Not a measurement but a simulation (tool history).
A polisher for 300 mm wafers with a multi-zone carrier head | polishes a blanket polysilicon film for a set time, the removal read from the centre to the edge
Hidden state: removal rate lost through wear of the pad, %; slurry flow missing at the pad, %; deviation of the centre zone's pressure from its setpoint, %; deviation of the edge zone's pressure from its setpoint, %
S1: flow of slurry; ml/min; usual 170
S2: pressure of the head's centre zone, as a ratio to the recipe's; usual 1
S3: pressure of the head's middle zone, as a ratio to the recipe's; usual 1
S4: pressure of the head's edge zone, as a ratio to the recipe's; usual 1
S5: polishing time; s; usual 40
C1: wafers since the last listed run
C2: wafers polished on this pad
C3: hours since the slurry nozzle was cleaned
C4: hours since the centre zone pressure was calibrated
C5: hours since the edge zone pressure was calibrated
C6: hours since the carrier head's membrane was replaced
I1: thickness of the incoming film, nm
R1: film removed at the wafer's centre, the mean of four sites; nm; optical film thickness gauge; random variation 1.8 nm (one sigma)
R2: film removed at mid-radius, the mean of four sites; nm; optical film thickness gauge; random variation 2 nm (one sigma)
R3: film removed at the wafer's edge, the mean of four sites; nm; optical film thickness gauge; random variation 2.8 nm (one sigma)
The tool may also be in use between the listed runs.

| run | hour | S1 | S2 | S3 | S4 | S5 | C1 | C2 | C3 | C4 | C5 | C6 | I1 | R1 | R2 | R3 |
|---|---|---|---|---|---|---|---|---|---|---|---|---|---|---|---|---|
| 1 | 0 | 170 | 1 | 1 | 1 | 40 | 0 | 642 | 477.8 | 359.9 | 1077.4 | 1490 | 1175.8 | 226.4 | 226.2 | 227.9 |
| 2 | 14.2 | 170 | 1 | 1 | 1 | 40 | 128 | 771 | 492 | 374.1 | 1091.6 | 1504.2 | 1159 | 228.9 | 227.8 | 229 |
| 3 | 33.7 | 170 | 1 | 1 | 1 | 40 | 176 | 948 | 511.5 | 393.6 | 1111.1 | 1523.7 | 1173.5 | 229.9 | 227.1 | 224.8 |
| 4 | 48.9 | 170 | 1 | 1 | 1 | 40 | 137 | 1086 | 526.7 | 408.8 | 1126.3 | 1538.9 | 1187.6 | 228 | 227.9 | 228.5 |
| 5 | 63.2 | 170 | 1 | 1 | 1 | 40 | 129 | 1215 | 541 | 423.1 | 1140.6 | 1553.2 | 1162.9 | 227.2 | 224.1 | 227.3 |
|  | 76 | centre zone pressure recalibrated |
|  | 77.2 | worn pad replaced by a new one |
| 6 | 97.9 | 170 | 1 | 1 | 1 | 40 | 284 | 187 | 575.7 | 21.9 | 1175.3 | 1587.9 | 1180.3 | 225.8 | 225.4 | 229.9 |
|  | 105.9 | carrier head's membrane replaced by a new one |
| 7 | 110 | 170 | 1 | 1 | 1 | 40 | 64 | 251 | 587.8 | 34 | 1187.4 | 4.1 | 1172.6 | 227.2 | 229.2 | 227.8 |
| 8 | 145.4 | 170 | 1 | 1 | 1 | 40 | 320 | 572 | 623.2 | 69.4 | 1222.8 | 39.5 | 1183.6 | 226 | 223.2 | 234.2 |
| 9 | 178.1 | 120 | 1 | 1.05 | 1 | 40 | 296 | 868 | 655.9 | 102.1 | 1255.5 | 72.2 | 1195.1 | 202.4 | 214.9 | 218.5 |
|  | 197.8 | worn pad replaced by a new one |
| 10 | 205.6 | 170 | 1 | 1 | 1 | 40 | 212 | 70 | 683.4 | 129.6 | 1283 | 99.7 | 1172 | 229.4 | 230.4 | 226.8 |
|  | 220.2 | edge zone pressure recalibrated |
| 11 | 227 | 170 | 1 | 1 | 1 | 40 | 175 | 246 | 704.8 | 151 | 6.8 | 121.1 | 1156 | 230.6 | 230.8 | 224.9 |
| 12 | 245.3 | 170 | 0.88 | 1 | 1 | 40 | 165 | 412 | 723.1 | 169.3 | 25.1 | 139.4 | 1172 | 199.3 | 224.8 | 224.8 |
|  | 253.6 | slurry nozzle cleaned |
| 13 | 258.4 | 170 | 1 | 0.96 | 1 | 40 | 109 | 521 | 4.8 | 182.4 | 38.2 | 152.5 | 1170 | 239.2 | 225.4 | 233.6 |
| 14 | 292.8 | 170 | 0.92 | 1 | 0.95 | 40 | 311 | 833 | 39.2 | 216.8 | 72.6 | 186.9 | 1163.2 | 217.5 | 234.1 | 230.7 |
| 15 | 317.1 | 170 | 1.08 | 1.12 | 1 | 40 | 220 | 1053 | 63.5 | 241.1 | 96.9 | 211.2 | 1171.4 | 256 | 259.7 | 234.3 |
|  | 328.5 | worn pad replaced by a new one |
| 16 | 343.4 | 130 | 1.03 | 1.04 | 1 | 31 | 202 | 135 | 89.8 | 267.4 | 123.2 | 237.5 | 1170.7 | 175.5 | 179 | 171.6 |
| 17 | 394.2 | 195 | 1 | 1 | 1 | 40 | 460 | 595 | 140.6 | 318.2 | 174 | 288.3 | 1168.1 | 240 | 240.4 | 242.6 |
| 18 | 413.4 | 170 | 1 | 1 | 1 | 40 | 173 | 769 | 159.8 | 337.4 | 193.2 | 307.5 | 1150.5 | 234.7 | 230.8 | 233.2 |
| 19 | 446.6 | 145 | 1 | 1 | 1 | 40 | 300 | 1070 | 193 | 370.6 | 226.4 | 340.7 | 1167.7 | 221.3 | 222.7 | 227.3 |
|  | 457.2 | worn pad replaced by a new one |
| 20 | 472 | 170 | 1 | 1.12 | 1 | 40 | 193 | 134 | 218.4 | 396 | 251.8 | 366.1 | 1178.8 | 235 | 250.2 | 233.5 |
|  | 494.1 | centre zone pressure recalibrated |
| 21 | 499.3 | 170 | 1 | 1 | 1 | 29 | 229 | 363 | 245.7 | 5.2 | 279.1 | 393.4 | 1158.5 | 167.3 | 168.4 | 167.3 |
| 22 | 527 | 170 | 1.06 | 1 | 1 | 40 | 251 | 614 | 273.4 | 32.9 | 306.8 | 421.1 | 1172.8 | 243.5 | 230.7 | 232.8 |
| 23 | 539.2 | 170 | 1 | 1 | 1 | 40 | 110 | 725 | 285.6 | 45.1 | 319 | 433.3 | 1175.1 | 234.3 | 230.2 | 231.1 |

Forecast each of these 3 alternatives for the next run:
| A | 539.6 | 170 | 1 | 1 | 1 | 40 | 3 | 729 | 286 | 45.5 | 319.4 | 433.7 | 1176.6 | ? | ? | ? |
| B | 539.6 | 170 | 1 | 1 | 0.95 | 40 | 3 | 729 | 286 | 45.5 | 319.4 | 433.7 | 1176.6 | ? | ? | ? |
| C | 539.6 | 140 | 1.12 | 1.05 | 1 | 50 | 3 | 729 | 286 | 45.5 | 319.4 | 433.7 | 1176.6 | ? | ? | ? |

| run | R1 | R2 | R3 |
|---|---|---|---|
| A | 233.9 | 231.1 | 229.8 |
| B | 233.9 | 231.1 | 224.6 |
| C | 311 | 287.2 | 277.8 |
Without the tool's hidden state the same runs would have given:
| run | R1 | R2 | R3 |
|---|---|---|---|
| A | 240.7 | 237.1 | 234.1 |
| B | 240.7 | 237.1 | 228.8 |
| C | 322.3 | 296.3 | 284 |
